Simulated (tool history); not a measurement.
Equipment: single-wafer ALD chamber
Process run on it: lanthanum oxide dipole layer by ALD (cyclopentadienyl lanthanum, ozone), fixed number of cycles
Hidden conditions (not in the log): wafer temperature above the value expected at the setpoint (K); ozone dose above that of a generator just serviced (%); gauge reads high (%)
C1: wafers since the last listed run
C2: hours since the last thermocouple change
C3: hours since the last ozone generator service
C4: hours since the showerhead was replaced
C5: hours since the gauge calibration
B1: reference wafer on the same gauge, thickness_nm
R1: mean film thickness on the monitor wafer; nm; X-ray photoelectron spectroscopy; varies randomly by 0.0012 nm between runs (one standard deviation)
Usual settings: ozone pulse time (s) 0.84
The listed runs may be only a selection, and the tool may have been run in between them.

Run 1, hour 0: usual settings but ozone pulse time (s) 1.03; C1 0; C2 1972.4; C3 977.9; C4 5191.2; C5 137.7; B1 0.462. Result: R1 0.457 nm.
Run 2, hour 49.2: usual settings but ozone pulse time (s) 1.03; C1 1256; C2 2021.6; C3 1027.1; C4 5240.4; C5 186.9; B1 0.462. Result: R1 0.455 nm.
Run 3, hour 74: usual settings but ozone pulse time (s) 1.03; C1 633; C2 2046.4; C3 1051.9; C4 5265.2; C5 211.7; B1 0.462. Result: R1 0.454 nm.
Run 4, hour 154.3: usual settings; C1 2050; C2 2126.7; C3 1132.2; C4 5345.5; C5 292; B1 0.462. Result: R1 0.424 nm.
Run 5, hour 195.1: usual settings; C1 1042; C2 2167.5; C3 1173; C4 5386.3; C5 332.8; B1 0.462. Result: R1 0.424 nm.
Run 6, hour 249: usual settings; C1 1376; C2 2221.4; C3 1226.9; C4 5440.2; C5 386.7; B1 0.462. Result: R1 0.424 nm.
Run 7, hour 303.9: usual settings; C1 1402; C2 2276.3; C3 1281.8; C4 5495.1; C5 441.6; B1 0.463. Result: R1 0.424 nm.
Run 8, hour 352.6: usual settings; C1 1243; C2 2325; C3 1330.5; C4 5543.8; C5 490.3; B1 0.463. Result: R1 0.424 nm.
At hour 377.6: ozone generator serviced.
Run 9, hour 398: usual settings but ozone pulse time (s) 0.73; C1 955; C2 2370.4; C3 20.4; C4 5589.2; C5 535.7; B1 0.462. Result: R1 0.422 nm.
Run 10, hour 462.7: usual settings but ozone pulse time (s) 0.73; C1 1652; C2 2435.1; C3 85.1; C4 5653.9; C5 600.4; B1 0.462. Result: R1 0.421 nm.
Run 11, hour 498.7: usual settings; C1 919; C2 2471.1; C3 121.1; C4 5689.9; C5 636.4; B1 0.462. Result: R1 0.441 nm.
At hour 565.2: thermocouple changed; heater temperature recalibrated.
Run 12, hour 565.7: usual settings but ozone pulse time (s) 0.98; C1 1506; C2 0.5; C3 188.1; C4 5756.9; C5 703.4; B1 0.462. Result: R1 0.459 nm.
Run 13, hour 586.5: usual settings but ozone pulse time (s) 1.12; C1 531; C2 21.3; C3 208.9; C4 5777.7; C5 724.2; B1 0.462. Result: R1 0.478 nm.
At hour 664.4: showerhead replaced, of another model than before.
At hour 709.7: gauge calibrated.
Run 14, hour 756.7: usual settings but ozone pulse time (s) 1.13; C1 4142; C2 191.5; C3 379.1; C4 92.3; C5 47; B1 0.462. Result: R1 0.487 nm.
Run 15, hour 821.4: usual settings but ozone pulse time (s) 0.97; C1 1652; C2 256.2; C3 443.8; C4 157; C5 111.7; B1 0.462. Result: R1 0.457 nm.
Run 16, hour 877.8: usual settings but ozone pulse time (s) 0.62; C1 1440; C2 312.6; C3 500.2; C4 213.4; C5 168.1; B1 0.462. Result: R1 0.344 nm.
Run 17, hour 912.7: usual settings but ozone pulse time (s) 1.15; C1 891; C2 347.5; C3 535.1; C4 248.3; C5 203; B1 0.462. Result: R1 0.487 nm.

The next listed run, before its measurement:
Run 18, hour 984.2: usual settings; C1 1826; C2 419; C3 606.6; C4 319.8; C5 274.5; B1 ?. Result: R1 ?.

{"run 18": {"B1": 0.462, "R1": 0.422}}
On a tool with no hidden condition, and with the same random variation, this run would have come out at R1 0.443 nm.
